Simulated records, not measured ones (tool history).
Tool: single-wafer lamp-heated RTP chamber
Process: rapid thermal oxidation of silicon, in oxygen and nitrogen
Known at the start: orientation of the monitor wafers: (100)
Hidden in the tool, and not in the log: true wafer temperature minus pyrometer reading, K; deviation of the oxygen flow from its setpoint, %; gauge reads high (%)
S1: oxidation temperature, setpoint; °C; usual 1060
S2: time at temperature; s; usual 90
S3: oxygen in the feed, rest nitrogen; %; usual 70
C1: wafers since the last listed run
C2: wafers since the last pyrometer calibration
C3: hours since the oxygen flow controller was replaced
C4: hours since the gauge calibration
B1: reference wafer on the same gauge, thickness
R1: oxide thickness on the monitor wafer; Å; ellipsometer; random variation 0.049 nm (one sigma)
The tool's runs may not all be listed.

Run 1, hour 0.0: usual settings; C1 0; C2 782; C3 3277.0; C4 62.1; B1 10.658. Result: R1 90.84 Å.
Run 2, hour 67.2: usual settings; C1 628; C2 1411; C3 3344.2; C4 129.3; B1 10.655. Result: R1 89.58 Å.
Run 3, hour 92.9: usual settings; C1 240; C2 1651; C3 3369.9; C4 155.0; B1 10.663. Result: R1 91.11 Å.
Run 4, hour 129.4: usual settings; C1 341; C2 1993; C3 3406.4; C4 191.5; B1 10.659. Result: R1 90.65 Å.
Run 5, hour 153.8: usual settings; C1 228; C2 2221; C3 3430.8; C4 215.9; B1 10.653. Result: R1 91.58 Å.
Run 6, hour 185.8: usual settings; C1 299; C2 2521; C3 3462.8; C4 247.9; B1 10.648. Result: R1 92.13 Å.
At hour 352.7: pyrometer window cleaned and pyrometer calibrated.
Run 7, hour 363.8: usual settings; C1 1590; C2 104; C3 3640.8; C4 425.9; B1 10.652. Result: R1 95.67 Å.
Run 8, hour 421.2: usual settings; C1 537; C2 641; C3 3698.2; C4 483.3; B1 10.647. Result: R1 96.59 Å.
Run 9, hour 471.4: usual settings but S2 121 s; C1 469; C2 1111; C3 3748.4; C4 533.5; B1 10.654. Result: R1 109.38 Å.
Run 10, hour 501.4: usual settings but S2 121 s; C1 280; C2 1391; C3 3778.4; C4 563.5; B1 10.670. Result: R1 109.70 Å.
Run 11, hour 572.8: usual settings; C1 668; C2 2059; C3 3849.8; C4 634.9; B1 10.651. Result: R1 96.63 Å.
Run 12, hour 601.5: usual settings; C1 268; C2 2328; C3 3878.5; C4 663.6; B1 10.654. Result: R1 97.19 Å.
Run 13, hour 642.4: usual settings; C1 382; C2 2711; C3 3919.4; C4 704.5; B1 10.661. Result: R1 97.59 Å.
At hour 678.4: pyrometer window cleaned and pyrometer calibrated, repeated, since the last time left the tool worse.
Run 14, hour 710.0: usual settings; C1 557; C2 295; C3 3987.0; C4 772.1; B1 10.663. Result: R1 89.41 Å.
Run 15, hour 759.2: usual settings but S1 1039 °C, S2 122 s, S3 93 %; C1 460; C2 756; C3 4036.2; C4 821.3; B1 10.671. Result: R1 100.30 Å.
Run 16, hour 819.4: usual settings but S1 1050 °C, S2 127 s, S3 82 %; C1 563; C2 1319; C3 4096.4; C4 881.5; B1 10.663. Result: R1 104.99 Å.
At hour 970.0: oxygen flow controller replaced.
Run 17, hour 1022.8: usual settings but S1 1051 °C, S2 129 s, S3 98 %; C1 1828; C2 3147; C3 52.8; C4 1084.9; B1 10.646. Result: R1 116.13 Å.
Run 18, hour 1094.0: usual settings but S1 1033 °C, S2 55 s, S3 55 %; C1 666; C2 3814; C3 124.0; C4 1156.1; B1 10.655. Result: R1 57.67 Å.
At hour 1160.1: pyrometer window cleaned and pyrometer calibrated.
Run 19, hour 1164.8: usual settings; C1 587; C2 43; C3 194.8; C4 1226.9; B1 10.659. Result: R1 89.24 Å.
Run 20, hour 1205.9: usual settings but S3 62 %; C1 384; C2 428; C3 235.9; C4 1268.0; B1 10.658. Result: R1 86.57 Å.
Run 21, hour 1272.2: usual settings but S2 105 s, S3 84 %; C1 620; C2 1048; C3 302.2; C4 1334.3; B1 10.658. Result: R1 103.93 Å.
Run 22, hour 1311.7: usual settings but S3 58 %; C1 369; C2 1418; C3 341.7; C4 1373.8; B1 10.675. Result: R1 84.86 Å.
Run 23, hour 1362.8: usual settings but S1 1083 °C, S2 111 s, S3 90 %; C1 478; C2 1896; C3 392.8; C4 1424.9; B1 10.652. Result: R1 128.90 Å.
Run 24, hour 1402.4: usual settings; C1 370; C2 2266; C3 432.4; C4 1464.5; B1 10.647. Result: R1 92.03 Å.
At hour 1414.9: gauge calibrated.
Run 25, hour 1465.2: usual settings but S2 134 s; C1 587; C2 2854; C3 495.2; C4 50.3; B1 10.638. Result: R1 111.16 Å.
Run 26, hour 1515.3: usual settings but S3 94 %; C1 468; C2 3323; C3 545.3; C4 100.4; B1 10.658. Result: R1 102.48 Å.
At hour 1585.7: pyrometer window cleaned and pyrometer calibrated.
Run 27, hour 1707.5: usual settings but S1 1083 °C, S2 109 s, S3 51 %; C1 1723; C2 1139; C3 737.5; C4 292.6; B1 10.663. Result: R1 102.78 Å.
Run 28, hour 1753.3: usual settings; C1 428; C2 1567; C3 783.3; C4 338.4; B1 10.663. Result: R1 91.80 Å.
Run 29, hour 1821.8: usual settings but S1 1078 °C, S2 121 s, S3 58 %; C1 640; C2 2208; C3 851.8; C4 406.9; B1 10.673. Result: R1 109.59 Å.

Measured less the same run without the tool's hidden state. The same run-to-run variation is in both; the gauge's scatter may not be:
run     R1
  1  +0.60
  2  +1.06
  3  +1.26
  4  +1.51
  5  +1.70
  6  +1.94
  7  +5.83
  8  +6.29
  9  +7.54
 10  +7.80
 11  +7.35
 12  +7.59
 13  +7.91
 14  +0.29
 15  +0.74
 16  +1.27
 17  +3.27
 18  +1.94
 19  +0.09
 20  +0.36
 21  +0.98
 22  +1.06
 23  +2.04
 24  +1.80
 25  +2.72
 26  +2.90
 27  +0.95
 28  +1.21
 29  +1.97
